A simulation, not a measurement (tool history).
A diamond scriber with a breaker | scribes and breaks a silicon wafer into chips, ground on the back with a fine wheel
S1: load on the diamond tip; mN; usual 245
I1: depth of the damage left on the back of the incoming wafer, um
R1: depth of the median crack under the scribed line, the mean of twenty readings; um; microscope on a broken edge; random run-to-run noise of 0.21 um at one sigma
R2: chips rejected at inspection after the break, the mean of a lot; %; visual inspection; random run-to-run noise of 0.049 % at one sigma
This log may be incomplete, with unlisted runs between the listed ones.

run    hour   S1    I1     R1     R2
  1       0  245  2.16  14.35   2.04
  2   105.8  245  1.84  11.95   1.61
  3   196.6  228   2.9  11.13   4.48
  4   278.6  228  2.44  10.99   4.74
  5   377.7  228  2.74  10.31   6.92
  6   446.2  266   2.9   12.2   2.32
  7   515.4  266  1.63  11.68   2.39
  8   552.7  245  1.54  13.42   1.37
  9   639.1  245  2.53  13.65   1.45
 10   706.5  280  2.13  14.67   3.37
 11   788.2  280  2.39  14.36   2.54
 12   894.4  280  2.71  13.19   1.75
 13   972.2  226  1.77     11   4.29
 14  1057.9  226  2.89  12.11   2.82
 15  1162.1  226  1.97  11.79   2.19
 16  1224.8  278  1.59  14.41   1.59
 17  1354.5  178  2.05   9.11  18.66
 18  1426.7  287  2.74  13.24   1.66
 19  1511.1  175   2.9   9.93  12.17
 20  1582.8  200  2.07  10.49   5.26
 21  1674.2  220   2.6  11.39   3.13
 22  1741.2  245   2.1  12.64   1.28
 23  1842.9  245  2.58  10.78   5.16
 24  1901.9  305  1.62  12.91   0.83
 25  1956.1  272  2.79  13.67   2.75
 26  2033.6  273  2.99  13.95   2.52
 27    2116  180  1.63   9.46   13.8
 28  2222.4  307  1.81  14.27   3.67
 29  2328.8  303  2.37  14.12   2.23
 30  2366.9  245  2.64  13.67   1.49
 31  2423.8  216  2.57  11.99   2.58
 32  2471.7  308  2.99  15.56   7.46

Not shown here: 8 entries made in the log between runs. Locate each between two listed runs and compare the hidden state at the listed run before it with the hidden state at the listed run after it:
Logged between run 1 and run 2: load on the tip recalibrated (hour 70.9)
  share of the diamond tip's cutting effectiveness lost through wear, %: 5.61 -> 11; deviation of the load on the tip from its setpoint, %: 16.1 -> 0.969
  difference, measured minus the result without the unlogged condition, R1: +1.19 -> -0.85 um; R2: +1.04 -> +0.76 %
Logged between run 7 and run 8: diamond tip replaced by a new one (hour 532.9)
  share of the diamond tip's cutting effectiveness lost through wear, %: 31.7 -> 4.36; deviation of the load on the tip from its setpoint, %: 11.2 -> 11.6
  difference, measured minus the result without the unlogged condition, R1: -2.09 -> +0.82 um; R2: +0.77 -> +0.59 %
Logged between run 13 and run 14: load on the tip recalibrated (hour 974.6); diamond tip replaced by a new one (hour 1012.7)
  share of the diamond tip's cutting effectiveness lost through wear, %: 25.6 -> 2.41; deviation of the load on the tip from its setpoint, %: 14.2 -> 0.472
  difference, measured minus the result without the unlogged condition, R1: -0.99 -> -0.15 um; R2: +2.77 -> +0.32 %
Logged between run 18 and run 19: diamond tip replaced by a new one (hour 1442.7)
  share of the diamond tip's cutting effectiveness lost through wear, %: 21.1 -> 5.91; deviation of the load on the tip from its setpoint, %: 8.78 -> 9.68
  difference, measured minus the result without the unlogged condition, R1: -1.2 -> +0.36 um; R2: -2.2 -> -2.9 %
Logged between run 22 and run 23: load on the tip recalibrated (hour 1827)
  share of the diamond tip's cutting effectiveness lost through wear, %: 17.5 -> 22.7; deviation of the load on the tip from its setpoint, %: 11.2 -> 1.15
  difference, measured minus the result without the unlogged condition, R1: -0.5 -> -1.9 um; R2: +0.28 -> +3.97 %
Logged between run 24 and run 25: diamond tip replaced by a new one (hour 1917.5)
  share of the diamond tip's cutting effectiveness lost through wear, %: 25.7 -> 5.52; deviation of the load on the tip from its setpoint, %: 3.66 -> 5.6
  difference, measured minus the result without the unlogged condition, R1: -2.35 -> +0.11 um; R2: -4.9 -> +0.22 %
Logged between run 29 and run 30: diamond tip replaced by a new one (hour 2348.9)
  share of the diamond tip's cutting effectiveness lost through wear, %: 24.4 -> 8.4; deviation of the load on the tip from its setpoint, %: 12.8 -> 13.2
  difference, measured minus the result without the unlogged condition, R1: -1.25 -> +0.61 um; R2: -3.18 -> +0.22 %
